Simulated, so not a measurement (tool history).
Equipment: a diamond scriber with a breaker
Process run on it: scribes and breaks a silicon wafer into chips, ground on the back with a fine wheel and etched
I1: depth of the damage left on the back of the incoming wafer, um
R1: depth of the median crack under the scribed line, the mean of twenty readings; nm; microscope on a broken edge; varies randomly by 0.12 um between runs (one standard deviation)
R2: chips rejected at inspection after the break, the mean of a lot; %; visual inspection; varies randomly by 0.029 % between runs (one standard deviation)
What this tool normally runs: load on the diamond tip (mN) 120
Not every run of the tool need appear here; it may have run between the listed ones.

{"run": 1, "hour": 0.0, "load on the diamond tip (mN)": 120, "I1": 0.64, "R1": 13530, "R2": 1.35}
{"run": 2, "hour": 61.4, "load on the diamond tip (mN)": 120, "I1": 0.43, "R1": 13630, "R2": 1.32}
{"run": 3, "hour": 127.6, "load on the diamond tip (mN)": 120, "I1": 0.4, "R1": 13570, "R2": 1.28}
{"run": 4, "hour": 272.7, "load on the diamond tip (mN)": 120, "I1": 0.47, "R1": 13780, "R2": 1.22}
{"run": 5, "hour": 302.8, "load on the diamond tip (mN)": 120, "I1": 0.64, "R1": 13570, "R2": 1.24}
{"run": 6, "hour": 364.0, "load on the diamond tip (mN)": 148, "I1": 0.78, "R1": 14630, "R2": 0.91}
{"run": 7, "hour": 416.1, "load on the diamond tip (mN)": 148, "I1": 0.41, "R1": 14660, "R2": 0.92}
{"run": 8, "hour": 472.9, "load on the diamond tip (mN)": 120, "I1": 0.64, "R1": 13730, "R2": 1.1}
{"run": 9, "hour": 531.3, "load on the diamond tip (mN)": 120, "I1": 0.53, "R1": 13780, "R2": 1.15}
{"hour": 577.6, "done": "load on the tip recalibrated"}
{"run": 10, "hour": 582.6, "load on the diamond tip (mN)": 120, "I1": 0.53, "R1": 13140, "R2": 1.71}
{"run": 11, "hour": 622.6, "load on the diamond tip (mN)": 120, "I1": 0.53, "R1": 13480, "R2": 1.74}
{"hour": 651.5, "done": "diamond tip replaced by a new one"}
{"run": 12, "hour": 710.7, "load on the diamond tip (mN)": 120, "I1": 0.35, "R1": 14020, "R2": 0.87}
{"run": 13, "hour": 748.8, "load on the diamond tip (mN)": 120, "I1": 0.54, "R1": 13920, "R2": 0.92}
{"run": 14, "hour": 802.2, "load on the diamond tip (mN)": 120, "I1": 0.41, "R1": 13960, "R2": 0.99}
{"run": 15, "hour": 842.3, "load on the diamond tip (mN)": 120, "I1": 0.42, "R1": 14040, "R2": 0.99}
{"run": 16, "hour": 896.5, "load on the diamond tip (mN)": 120, "I1": 0.78, "R1": 13980, "R2": 1.05}
{"run": 17, "hour": 936.9, "load on the diamond tip (mN)": 101, "I1": 0.58, "R1": 13190, "R2": 1.89}
{"run": 18, "hour": 1005.2, "load on the diamond tip (mN)": 110, "I1": 0.32, "R1": 13240, "R2": 1.47}
{"run": 19, "hour": 1056.4, "load on the diamond tip (mN)": 94, "I1": 0.59, "R1": 12700, "R2": 2.43}
{"run": 20, "hour": 1109.6, "load on the diamond tip (mN)": 140, "I1": 0.32, "R1": 14500, "R2": 0.84}
{"run": 21, "hour": 1181.5, "load on the diamond tip (mN)": 155, "I1": 0.61, "R1": 15110, "R2": 1.04}
{"run": 22, "hour": 1222.8, "load on the diamond tip (mN)": 134, "I1": 0.3, "R1": 14390, "R2": 0.87}
{"run": 23, "hour": 1258.8, "load on the diamond tip (mN)": 145, "I1": 0.54, "R1": 14620, "R2": 0.93}
{"run": 24, "hour": 1319.9, "load on the diamond tip (mN)": 107, "I1": 0.63, "R1": 13300, "R2": 1.57}
{"run": 25, "hour": 1383.1, "load on the diamond tip (mN)": 120, "I1": 0.79, "R1": 13790, "R2": 1.04}
{"run": 26, "hour": 1435.9, "load on the diamond tip (mN)": 147, "I1": 0.67, "R1": 14970, "R2": 0.97}
{"hour": 1460.5, "done": "load on the tip recalibrated"}
{"run": 27, "hour": 1469.5, "load on the diamond tip (mN)": 96, "I1": 0.6, "R1": 12470, "R2": 3.01}
{"run": 28, "hour": 1529.0, "load on the diamond tip (mN)": 91, "I1": 0.35, "R1": 12430, "R2": 3.38}

A few steps of R1 between consecutive runs. Split each: what settings, incoming material and random variation would produce without the hidden state, and what is left over for the hidden state, along with gauge scatter present in only one of the two compared results (measured, and without hidden state):
The tool's hidden condition here consists of: share of the diamond tip's cutting effectiveness lost through wear, %; deviation of the load on the tip from its setpoint, %.
Run 9 -> 10: load on the tip recalibrated. R1 -640 nm: hidden state -600, all else -40.
Run 11 -> 12: diamond tip replaced by a new one. R1 +540 nm: hidden state +1010, all else -470.
Run 19 -> 20: load on the diamond tip (mN) 94 -> 140. R1 +1800 nm: hidden state -100, all else +1900.
Run 26 -> 27: load on the diamond tip (mN) 147 -> 96, load on the tip recalibrated. R1 -2500 nm: hidden state -330, all else -2170.
